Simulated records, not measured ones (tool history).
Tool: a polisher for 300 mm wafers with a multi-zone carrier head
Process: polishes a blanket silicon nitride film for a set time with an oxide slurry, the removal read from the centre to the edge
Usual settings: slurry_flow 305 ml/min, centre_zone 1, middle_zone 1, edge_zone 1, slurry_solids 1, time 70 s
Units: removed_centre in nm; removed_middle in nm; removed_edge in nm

run   hour  slurry_flow  centre_zone  middle_zone  edge_zone  slurry_solids  time  wafers since the last listed run  wafers polished on this pad  hours since the slurry nozzle was cleaned  hours since the centre zone pressure was calibrated  hours since the edge zone pressure was calibrated  hours since the carrier head's membrane was replaced  incoming thickness of the incoming film, nm  removed_centre  removed_middle  removed_edge
  1      0          305            1            1          1            0.9    70                                 0                          857                                      483.1                                                147.2                                              242.4                                                 336.7                                        439.5            68.6            67.5          68.1
  2   17.6          305            1            1          1            0.9    70                               167                         1024                                      500.7                                                164.8                                                260                                                 354.3                                        437.3            68.1            68.3          68.6
      32.8  -- slurry nozzle cleaned
  3   47.2          305            1            1          1           1.25    70                               272                         1296                                       14.4                                                194.4                                              289.6                                                 383.9                                        450.3            94.4            88.2          84.7
  4   74.6          305            1            1          1           1.25    70                               260                         1557                                       41.8                                                221.8                                                317                                                 411.3                                        446.6            91.9            86.8          88.2
  5   94.9          305            1            1          1              1    70                               193                         1750                                       62.1                                                242.1                                              337.3                                                 431.6                                        437.6            80.5            76.4          77.5
     108.7  -- worn pad replaced by a new one
  6  119.2          305            1            1       1.09              1    70                               193                           99                                       86.4                                                266.4                                              361.6                                                 455.9                                        440.9            82.7            79.7          80.6
  7  141.5          305         1.08            1          1              1    58                               212                          311                                      108.7                                                288.7                                              383.9                                                 478.2                                        444.3              76            65.3          63.9
  8  154.5          305         0.89         1.05       1.09              1    70                               123                          435                                      121.7                                                301.7                                              396.9                                                 491.2                                        439.8            77.1            80.7          80.1
       158  -- edge zone pressure recalibrated
  9  187.5          305            1            1          1              1    70                               295                          730                                      154.7                                                334.7                                               29.5                                                 524.2                                        439.4            83.8            77.9          77.3
     193.3  -- carrier head's membrane replaced by a new one
 10  202.6          305            1            1          1           1.15    81                                96                          826                                      169.8                                                349.8                                               44.6                                                   9.3                                        441.8           106.5            97.5          96.8
     214.5  -- centre zone pressure recalibrated
 11  222.7          305         1.04         1.08       0.88              1    55                               172                          999                                      189.9                                                  8.2                                               64.7                                                  29.4                                        445.4            63.1            66.3          56.4
 12  242.8          305            1            1          1              1    56                               191                         1190                                        210                                                 28.3                                               84.8                                                  49.5                                        440.2            63.9            61.9          61.8
 13  261.6          305            1            1          1           1.25    70                               178                         1369                                      228.8                                                 47.1                                              103.6                                                  68.3                                        435.3            88.8            88.3            85
     285.9  -- worn pad replaced by a new one
 14    293          340            1            1        0.9              1    70                               260                           67                                      260.2                                                 78.5                                                135                                                  99.7                                        441.4            80.2            77.2          73.4
 15  315.9          305            1            1       1.05           0.75    70                               217                          285                                      283.1                                                101.4                                              157.9                                                 122.6                                        447.2            61.9            61.9          61.8
 16  333.9          340            1            1        0.9              1    70                               171                          456                                      301.1                                                119.4                                              175.9                                                 140.6                                        438.3            77.4            76.9          73.7
 17  347.8          235         0.88            1        1.1              1    87                               132                          588                                        315                                                133.3                                              189.8                                                 154.5                                          441            83.1            88.4          92.9
 18  380.3          305            1            1       0.93            0.9    83                               309                          898                                      347.5                                                165.8                                              222.3                                                   187                                        439.8            87.1            84.6          77.4
 19  408.9          225            1            1          1              1    70                               272                         1170                                      376.1                                                194.4                                              250.9                                                 215.6                                          440            73.1            70.8          71.8
 20  435.8          380            1            1          1              1    70                               256                         1426                                        403                                                221.3                                              277.8                                                 242.5                                          441            80.9            77.8          75.7
 21  456.4          380         1.08            1          1              1    70                               196                         1622                                      423.6                                                241.9                                              298.4                                                 263.1                                          433            87.8            76.1          74.5
     467.3  -- worn pad replaced by a new one
 22  472.2          305            1            1          1              1    70                               112                           47                                      439.4                                                257.7                                              314.2                                                 278.9                                        441.7            79.4            72.3          72.5

Hidden state or all else? Some run-to-run changes of removed_centre, split into what the settings, what came in and random variation would give without the hidden state, and what is left for the hidden state (with any gauge scatter that isn't in both results):
The hidden state here: removal rate lost through wear of the pad, %; slurry flow missing at the pad, %; deviation of the centre zone's pressure from its setpoint, %; deviation of the edge zone's pressure from its setpoint, %.
Run 2 -> 3: slurry_solids 0.9 -> 1.25, slurry nozzle cleaned. removed_centre +26.3 nm: hidden state +7.3, all else +19.
Run 10 -> 11: centre_zone 1 -> 1.04, middle_zone 1 -> 1.08, edge_zone 1 -> 0.88, slurry_solids 1.15 -> 1, time 81 -> 55, centre zone pressure recalibrated. removed_centre -43.4 nm: hidden state -7.2, all else -36.2.
